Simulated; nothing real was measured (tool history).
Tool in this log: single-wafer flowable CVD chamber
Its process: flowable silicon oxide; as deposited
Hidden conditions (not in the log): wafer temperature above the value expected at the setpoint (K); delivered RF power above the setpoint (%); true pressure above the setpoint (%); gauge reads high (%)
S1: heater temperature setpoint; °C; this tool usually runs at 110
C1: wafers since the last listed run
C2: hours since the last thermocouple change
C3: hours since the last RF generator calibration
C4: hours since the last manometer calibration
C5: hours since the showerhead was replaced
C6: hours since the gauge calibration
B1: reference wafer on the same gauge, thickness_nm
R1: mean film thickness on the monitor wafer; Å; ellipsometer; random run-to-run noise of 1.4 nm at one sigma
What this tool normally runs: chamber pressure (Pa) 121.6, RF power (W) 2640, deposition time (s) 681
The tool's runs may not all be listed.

Run 1, hour 0.0: usual settings; C1 0; C2 1196.6; C3 462.1; C4 1604.5; C5 2929.4; C6 132.5; B1 370.185. Result: R1 3700.18 Å.
Run 2, hour 32.1: usual settings but S1 104 °C; C1 113; C2 1228.7; C3 494.2; C4 1636.6; C5 2961.5; C6 164.6; B1 370.380. Result: R1 4341.37 Å.
Run 3, hour 67.5: usual settings but S1 104 °C; C1 124; C2 1264.1; C3 529.6; C4 1672.0; C5 2996.9; C6 200.0; B1 369.654. Result: R1 4318.22 Å.
Run 4, hour 91.9: usual settings; C1 86; C2 1288.5; C3 554.0; C4 1696.4; C5 3021.3; C6 224.4; B1 370.020. Result: R1 3658.39 Å.
Run 5, hour 105.9: usual settings; C1 49; C2 1302.5; C3 568.0; C4 1710.4; C5 3035.3; C6 238.4; B1 369.926. Result: R1 3671.47 Å.
Run 6, hour 123.0: usual settings; C1 60; C2 1319.6; C3 585.1; C4 1727.5; C5 3052.4; C6 255.5; B1 370.037. Result: R1 3650.05 Å.
Run 7, hour 149.4: usual settings but S1 114 °C; C1 93; C2 1346.0; C3 611.5; C4 1753.9; C5 3078.8; C6 281.9; B1 369.904. Result: R1 3251.58 Å.
At hour 173.3: thermocouple changed; heater temperature recalibrated.
Run 8, hour 181.1: usual settings but S1 114 °C; C1 83; C2 7.8; C3 643.2; C4 1785.6; C5 3110.5; C6 313.6; B1 370.401. Result: R1 3710.64 Å.
At hour 184.6: gauge calibrated.
Run 9, hour 210.2: usual settings but S1 114 °C; C1 102; C2 36.9; C3 672.3; C4 1814.7; C5 3139.6; C6 25.6; B1 370.300. Result: R1 3706.37 Å.
At hour 218.3: capacitance manometer re-zeroed and calibrated.
Run 10, hour 233.2: usual settings; C1 52; C2 59.9; C3 695.3; C4 14.9; C5 3162.6; C6 48.6; B1 369.333. Result: R1 3924.26 Å.
Run 11, hour 259.7: usual settings; C1 93; C2 86.4; C3 721.8; C4 41.4; C5 3189.1; C6 75.1; B1 370.029. Result: R1 3937.77 Å.
Run 12, hour 278.5: usual settings but deposition time (s) 763; C1 66; C2 105.2; C3 740.6; C4 60.2; C5 3207.9; C6 93.9; B1 370.101. Result: R1 4410.75 Å.
Run 13, hour 297.9: usual settings but S1 120 °C, chamber pressure (Pa) 97.5; C1 68; C2 124.6; C3 760.0; C4 79.6; C5 3227.3; C6 113.3; B1 369.922. Result: R1 2383.58 Å.
Run 14, hour 311.4: usual settings but chamber pressure (Pa) 143.5; C1 47; C2 138.1; C3 773.5; C4 93.1; C5 3240.8; C6 126.8; B1 370.185. Result: R1 4625.21 Å.
At hour 335.5: RF generator calibrated.
At hour 344.5: showerhead replaced.
Run 15, hour 345.0: usual settings but chamber pressure (Pa) 131.5, RF power (W) 2125; C1 62; C2 171.7; C3 9.5; C4 126.7; C5 0.5; C6 160.4; B1 370.019. Result: R1 4089.68 Å.
Run 16, hour 366.5: usual settings but S1 104 °C; C1 75; C2 193.2; C3 31.0; C4 148.2; C5 22.0; C6 181.9; B1 370.117. Result: R1 4685.30 Å.
Run 17, hour 388.9: usual settings but chamber pressure (Pa) 101.3, deposition time (s) 798; C1 78; C2 215.6; C3 53.4; C4 170.6; C5 44.4; C6 204.3; B1 370.200. Result: R1 3811.89 Å.
Run 18, hour 421.2: usual settings; C1 113; C2 247.9; C3 85.7; C4 202.9; C5 76.7; C6 236.6; B1 370.146. Result: R1 3903.60 Å.
Run 19, hour 453.5: usual settings but S1 101 °C; C1 113; C2 280.2; C3 118.0; C4 235.2; C5 109.0; C6 268.9; B1 370.270. Result: R1 5146.86 Å.
Run 20, hour 480.7: usual settings but chamber pressure (Pa) 100.1, RF power (W) 3035, deposition time (s) 756; C1 95; C2 307.4; C3 145.2; C4 262.4; C5 136.2; C6 296.1; B1 370.092. Result: R1 3641.67 Å.
Run 21, hour 496.1: usual settings but S1 119 °C, chamber pressure (Pa) 133.5, deposition time (s) 638; C1 54; C2 322.8; C3 160.6; C4 277.8; C5 151.6; C6 311.5; B1 369.520. Result: R1 3163.61 Å.
Run 22, hour 522.3: usual settings but S1 116 °C; C1 92; C2 349.0; C3 186.8; C4 304.0; C5 177.8; C6 337.7; B1 369.695. Result: R1 3335.30 Å.
Run 23, hour 547.2: usual settings but RF power (W) 2155; C1 87; C2 373.9; C3 211.7; C4 328.9; C5 202.7; C6 362.6; B1 370.149. Result: R1 3798.59 Å.

Hidden state at the last listed run before each entry between runs and at the first one after, where it differs:
From run 7 to run 8: thermocouple changed; heater temperature recalibrated (hour 173.3)
  wafer temperature above the value expected at the setpoint (K): 3.92 -> -0.774; true pressure above the setpoint (%): 5.97 -> 6.11
  what was measured, less what the result would be without the hidden state, R1: -159.73 -> +287.89 Å
From run 8 to run 9: gauge calibrated (hour 184.6)
  wafer temperature above the value expected at the setpoint (K): -0.774 -> -0.771; true pressure above the setpoint (%): 6.11 -> 6.23
  what was measured, less what the result would be without the hidden state, R1: +287.89 -> +291.29 Å
From run 9 to run 10: capacitance manometer re-zeroed and calibrated (hour 218.3)
  wafer temperature above the value expected at the setpoint (K): -0.771 -> -0.766; true pressure above the setpoint (%): 6.23 -> 0.336
  what was measured, less what the result would be without the hidden state, R1: +291.29 -> +97.93 Å
From run 14 to run 15: RF generator calibrated (hour 335.5); showerhead replaced (hour 344.5)
  wafer temperature above the value expected at the setpoint (K): -0.733 -> -0.71; true pressure above the setpoint (%): 0.666 -> 0.807
  what was measured, less what the result would be without the hidden state, R1: +123.35 -> +114.39 Å

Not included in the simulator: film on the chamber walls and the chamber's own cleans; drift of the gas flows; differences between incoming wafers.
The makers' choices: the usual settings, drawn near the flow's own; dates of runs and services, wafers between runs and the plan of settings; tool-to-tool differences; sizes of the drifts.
